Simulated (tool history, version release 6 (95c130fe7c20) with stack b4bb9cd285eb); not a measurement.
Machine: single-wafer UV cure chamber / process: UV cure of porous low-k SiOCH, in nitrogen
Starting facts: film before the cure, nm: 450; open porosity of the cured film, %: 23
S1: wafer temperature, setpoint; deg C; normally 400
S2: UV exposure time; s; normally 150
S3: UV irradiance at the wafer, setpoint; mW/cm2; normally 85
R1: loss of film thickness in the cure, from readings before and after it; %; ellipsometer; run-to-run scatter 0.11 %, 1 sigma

run    hour   S1   S2   S3      R1
  1       0  400  185   85   9.869
  2    82.6  400  185   85    9.99
       94.6  -- quartz window cleaned
  3   121.4  400  185   85   9.922
  4   196.2  400  150   85   9.044
  5   279.6  400  150   85   8.628
  6   371.3  391  150   85   8.806
  7   445.9  400  150   85   8.653
  8   514.9  400  150   85   8.895
  9   617.4  400  150   85   8.829
 10   670.6  400  205   85  10.178
 11   741.1  400  205   85  10.148
      988.6  -- quartz window cleaned
 12  1024.8  400  150   85   8.615
 13  1104.8  400  150   85   8.391
 14  1141.5  400  150   85   8.693
 15  1208.3  414  150  111    9.71
 16  1265.6  400  150   85   8.397
 17  1344.9  400  150   85   8.429
 18  1386.1  400  175   69   8.156
     1405.4  -- UV bulbs replaced
 19    1683  400  175   69   8.873
 20  1725.3  400  175   69   8.784
     1743.7  -- quartz window cleaned
 21  1832.5  400  205   85  10.534
 22  1899.4  400  215   69   9.709
 23  1963.7  400  120   85   8.085
 24  2068.4  391  185  115  11.336
 25  2136.6  392  150   98   9.515
 26  2227.3  400   95   60    5.58
 27  2277.2  400  150   85   9.147
 28  2363.8  392  150   85   8.958
 29  2450.9  400  150   85    9.04
 30  2526.9  400   85   48   4.434
     2658.9  -- quartz window cleaned
 31  2825.5  400  150   85   8.834
 32  2878.4  400  205   85  10.372
 33  2915.2  406   95  112   8.236
 34  2980.1  383  230  112   11.71
 35  3039.7  414  185   64   8.769
 36  3122.5  400  150  111   9.969
 37    3349  400  150   85    8.82
 38  3391.6  391  125   60   6.374
     3461.9  -- quartz window cleaned
 39  3498.5  406  190  110  10.986
 40  3576.1  383  175   46    6.47

Measured result minus the same run's result without the hidden state. Both carry the same run-to-run variation, though not necessarily the same gauge scatter:
Unlogged tool condition in this case: lamp output below its setpoint, %; transmission lost against a clean window, %.
run      R1
  1  -0.236
  2  -0.263
  3  -0.273
  4  -0.292
  5  -0.305
  6  -0.346
  7  -0.362
  8  -0.398
  9  -0.436
 10  -0.471
 11  -0.501
 12   -0.61
 13  -0.634
 14  -0.678
 15  -0.709
 16  -0.723
 17  -0.772
 18  -0.789
 19  -0.112
 20  -0.113
 21  -0.126
 22  -0.128
 23  -0.128
 24  -0.151
 25  -0.151
 26  -0.136
 27  -0.171
 28  -0.183
 29  -0.198
 30  -0.158
 31  -0.272
 32  -0.299
 33  -0.292
 34  -0.333
 35  -0.329
 36  -0.362
 37  -0.428
 38  -0.403
 39  -0.504
 40  -0.468

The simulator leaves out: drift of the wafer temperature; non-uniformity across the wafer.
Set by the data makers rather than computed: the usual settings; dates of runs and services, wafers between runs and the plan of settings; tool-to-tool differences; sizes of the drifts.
